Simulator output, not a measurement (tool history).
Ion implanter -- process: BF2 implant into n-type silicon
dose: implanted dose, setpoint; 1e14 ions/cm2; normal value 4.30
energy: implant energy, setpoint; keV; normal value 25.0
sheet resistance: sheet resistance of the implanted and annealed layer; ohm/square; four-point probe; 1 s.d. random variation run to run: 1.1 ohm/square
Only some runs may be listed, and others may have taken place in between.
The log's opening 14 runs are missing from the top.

| run | hour | dose | energy | wafers since the last listed run | hours since the last dose calibration | hours since the extraction supply was calibrated | hours since the gauge calibration | read-back reference wafer on the same gauge, sheet resistance | sheet resistance |
|---|---|---|---|---|---|---|---|---|---|
| 15 | 739.6 | 4.30 | 25.0 | 1272 | 1799.3 | 4684.0 | 1371.2 | 237.09 | 283.60 |
| 16 | 781.7 | 3.59 | 30.5 | 918 | 1841.4 | 4726.1 | 1413.3 | 237.02 | 327.23 |
|  | 791.7 | extraction supply calibrated |
| 17 | 822.9 | 3.59 | 30.5 | 724 | 1882.6 | 31.2 | 1454.5 | 236.81 | 326.19 |
| 18 | 855.0 | 3.59 | 30.5 | 700 | 1914.7 | 63.3 | 1486.6 | 237.14 | 324.68 |
| 19 | 882.8 | 5.30 | 25.0 | 606 | 1942.5 | 91.1 | 1514.4 | 236.50 | 238.99 |
| 20 | 916.8 | 4.30 | 28.0 | 741 | 1976.5 | 125.1 | 1548.4 | 236.80 | 279.71 |
| 21 | 974.3 | 3.26 | 20.5 | 1254 | 2034.0 | 182.6 | 1605.9 | 236.93 | 367.42 |
| 22 | 1014.2 | 4.73 | 31.0 | 870 | 2073.9 | 222.5 | 1645.8 | 236.36 | 258.78 |
| 23 | 1076.3 | 5.00 | 18.0 | 1354 | 2136.0 | 284.6 | 1707.9 | 236.86 | 265.38 |
| 24 | 1145.2 | 3.52 | 21.5 | 1503 | 2204.9 | 353.5 | 1776.8 | 237.01 | 345.86 |
|  | 1169.4 | gauge calibrated |
| 25 | 1189.2 | 3.05 | 19.0 | 960 | 2248.9 | 397.5 | 19.8 | 236.80 | 397.21 |
| 26 | 1230.6 | 3.35 | 30.0 | 903 | 2290.3 | 438.9 | 61.2 | 237.01 | 347.43 |
| 27 | 1300.0 | 4.30 | 25.0 | 1514 | 2359.7 | 508.3 | 130.6 | 236.78 | 288.53 |
|  | 1330.5 | Faraday cup replaced and dose calibrated |
| 28 | 1404.1 | 3.73 | 25.0 | 2096 | 73.6 | 612.4 | 234.7 | 236.80 | 311.65 |
| 29 | 1450.4 | 5.44 | 21.5 | 1010 | 119.9 | 658.7 | 281.0 | 237.10 | 235.38 |
| 30 | 1491.8 | 4.30 | 16.5 | 903 | 161.3 | 700.1 | 322.4 | 237.01 | 292.35 |
| 31 | 1537.9 | 3.52 | 21.5 | 1005 | 207.4 | 746.2 | 368.5 | 237.00 | 330.14 |
| 32 | 1562.2 | 4.30 | 25.0 | 530 | 231.7 | 770.5 | 392.8 | 237.48 | 277.65 |
| 33 | 1589.1 | 4.65 | 25.0 | 586 | 258.6 | 797.4 | 419.7 | 236.99 | 262.45 |
| 34 | 1649.6 | 4.77 | 21.0 | 1320 | 319.1 | 857.9 | 480.2 | 237.23 | 259.43 |
| 35 | 1773.1 | 4.30 | 33.0 | 2694 | 442.6 | 981.4 | 603.7 | 236.80 | 269.20 |
| 36 | 1811.0 | 4.30 | 25.0 | 826 | 480.5 | 1019.3 | 641.6 | 236.86 | 278.61 |
| 37 | 1938.0 | 5.21 | 19.0 | 2770 | 607.5 | 1146.3 | 768.6 | 236.83 | 248.93 |

Here are 4 independent what-if runs from the current tool condition. What would each one return?
| A | 1938.4 | 4.30 | 18.0 | 8 | 607.9 | 1146.7 | 769.0 | ? | ? |
| B | 1938.4 | 4.89 | 17.5 | 8 | 607.9 | 1146.7 | 769.0 | ? | ? |
| C | 1938.4 | 4.70 | 31.0 | 8 | 607.9 | 1146.7 | 769.0 | ? | ? |
| D | 1938.4 | 5.49 | 19.0 | 8 | 607.9 | 1146.7 | 769.0 | ? | ? |

| run | read-back reference wafer on the same gauge, sheet resistance | sheet resistance |
|---|---|---|
| A | 237.33 | 291.68 |
| B | 237.33 | 265.50 |
| C | 237.33 | 253.52 |
| D | 237.33 | 239.92 |
What these runs would have given with no unlogged condition in the tool:
| run | sheet resistance |
|---|---|
| A | 291.75 |
| B | 265.56 |
| C | 253.58 |
| D | 239.98 |
